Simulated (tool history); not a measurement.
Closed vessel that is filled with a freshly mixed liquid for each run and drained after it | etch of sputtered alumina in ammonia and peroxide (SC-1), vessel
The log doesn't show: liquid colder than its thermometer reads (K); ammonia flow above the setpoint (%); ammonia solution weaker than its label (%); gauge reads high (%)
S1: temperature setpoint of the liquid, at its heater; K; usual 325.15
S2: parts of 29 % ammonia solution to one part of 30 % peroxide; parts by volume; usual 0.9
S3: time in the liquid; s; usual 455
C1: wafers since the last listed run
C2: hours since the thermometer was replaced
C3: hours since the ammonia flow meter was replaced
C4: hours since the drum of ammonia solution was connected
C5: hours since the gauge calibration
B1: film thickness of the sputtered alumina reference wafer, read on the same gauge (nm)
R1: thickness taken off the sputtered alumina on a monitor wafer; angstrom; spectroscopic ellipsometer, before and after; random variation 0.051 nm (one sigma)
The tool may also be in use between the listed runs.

run	hour	S1	S2	S3	C1	C2	C3	C4	C5	B1	R1
1	0	325.15	0.9	455	0	1889.8	379.6	478.2	655.9	150	197.8
2	45.2	325.15	0.9	455	2253	1935	424.8	523.4	701.1	149.99	197.3
3	76.8	325.15	0.9	385	1575	1966.6	456.4	555	732.7	150.01	166.1
4	106.4	325.15	0.9	455	1475	1996.2	486	584.6	762.3	149.98	196.5
5	142.1	325.15	0.9	455	1780	2031.9	521.7	620.3	798	149.99	196.3
6	189.6	325.15	0.9	455	2368	2079.4	569.2	667.8	845.5	149.98	195.5
# hour 212.8: new drum of ammonia solution connected
7	213.9	325.15	0.9	455	1161	2103.7	593.5	1.1	869.8	150.01	198.1
8	259.8	325.15	0.9	455	2288	2149.6	639.4	47	915.7	150.02	198.3
9	294.7	325.15	0.9	455	1740	2184.5	674.3	81.9	950.6	150	198
10	362.4	325.15	0.6	455	3375	2252.2	742	149.6	1018.3	150.02	189
11	396.9	325.15	0.6	455	1720	2286.7	776.5	184.1	1052.8	150.01	190.3
12	442.6	325.15	0.65	455	2278	2332.4	822.2	229.8	1098.5	150.01	189.6
13	504.9	325.15	0.65	455	3106	2394.7	884.5	292.1	1160.8	150	189.5
# hour 564.1: ammonia flow meter replaced
14	564.6	325.15	1.2	455	2926	2454.4	0.5	351.8	1220.5	150	200.2
# hour 656.8: gauge calibrated
15	718.5	329.65	0.9	665	7674	2608.3	154.4	505.7	61.7	150	361
16	775.1	334.65	0.5	455	2822	2664.9	211	562.3	118.3	149.98	303.6
# hour 790.7: new drum of ammonia solution connected
17	842.1	325.15	0.9	455	3291	2731.9	278	51.4	185.3	149.99	195.1
18	889.3	325.15	0.7	455	2353	2779.1	325.2	98.6	232.5	150	190.4
# hour 901.4: thermometer replaced
19	960.5	325.15	0.6	455	3500	59.1	396.4	169.8	303.7	150	200.1
20	989.3	325.15	0.9	455	1436	87.9	425.2	198.6	332.5	150	208.5
21	1047.5	329.15	1.2	190	2902	146.1	483.4	256.8	390.7	150.01	110.2
22	1076.1	325.15	0.9	630	1426	174.7	512	285.4	419.3	150.01	286.6
23	1113.3	315.15	0.6	295	1854	211.9	549.2	322.6	456.5	149.98	73.5
24	1153.6	319.15	0.45	455	2009	252.2	589.5	362.9	496.8	150.03	139.1
25	1210.1	325.15	0.9	455	2817	308.7	646	419.4	553.3	150.01	206
26	1280.3	325.15	0.9	455	3500	378.9	716.2	489.6	623.5	149.99	205.1

The tool's hidden state at each run:
ammonia flow above the setpoint (%): 0 in every run
gauge reads high (%): 0 in every run
H1: liquid colder than its thermometer reads (K)
H2: ammonia solution weaker than its label (%)
run	H1	H2
1	0.974	10.9
2	0.996	11.8
3	1.01	12.4
4	1.03	12.9
5	1.04	13.6
6	1.07	14.5
7	1.08	0.19
8	1.1	1.07
9	1.12	1.74
10	1.15	3.05
11	1.17	3.71
12	1.19	4.59
13	1.22	5.79
14	1.25	6.94
15	1.32	9.9
16	1.35	11
17	1.38	1.88
18	1.4	2.79
19	0.0882	4.16
20	0.102	4.71
21	0.13	5.83
22	0.144	6.38
23	0.162	7.1
24	0.181	7.87
25	0.209	8.96
26	0.243	10.3
